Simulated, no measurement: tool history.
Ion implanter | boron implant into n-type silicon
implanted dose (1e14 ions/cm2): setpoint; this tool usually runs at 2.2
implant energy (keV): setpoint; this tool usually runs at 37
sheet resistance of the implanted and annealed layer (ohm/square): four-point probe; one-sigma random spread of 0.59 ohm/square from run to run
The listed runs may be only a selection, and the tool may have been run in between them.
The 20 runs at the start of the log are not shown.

run,hour,implanted dose (1e14 ions/cm2),implant energy (keV),"read-back reference wafer on the same gauge, sheet resistance",sheet resistance of the implanted and annealed layer (ohm/square)
21,218,2.2,37,463.79,374.46
# hour 231.6: Faraday cup replaced and dose calibrated
22,232.1,2.2,37,464.3,389.12
23,237.5,1.58,37,464.14,501.91
24,254.2,2.2,32,464,396.74
25,264.2,1.67,28.5,463.5,499.34
26,273.2,1.66,46,463.62,466.55
27,281.3,2.68,37,464.07,334.27
28,295,1.76,29,464.42,477.64
29,305,2.74,47.5,463.84,318.35
30,321.8,2.2,37,464.18,389.41

Predict each of these 4 candidate next runs independently; none follows another, all start after run 30:
A,322.2,2.2,37,?,?
B,322.2,2.51,46.5,?,?
C,322.2,1.79,32,?,?
D,322.2,1.84,24,?,?

run,"read-back reference wafer on the same gauge, sheet resistance",sheet resistance of the implanted and annealed layer (ohm/square)
A,463.99,388.74
B,463.99,340.83
C,463.99,464.99
D,463.99,473
Take away the tool's hidden state, keep each run's random variation, and the runs would have read:
run,sheet resistance of the implanted and annealed layer (ohm/square)
A,390.1
B,342.02
C,466.61
D,474.7
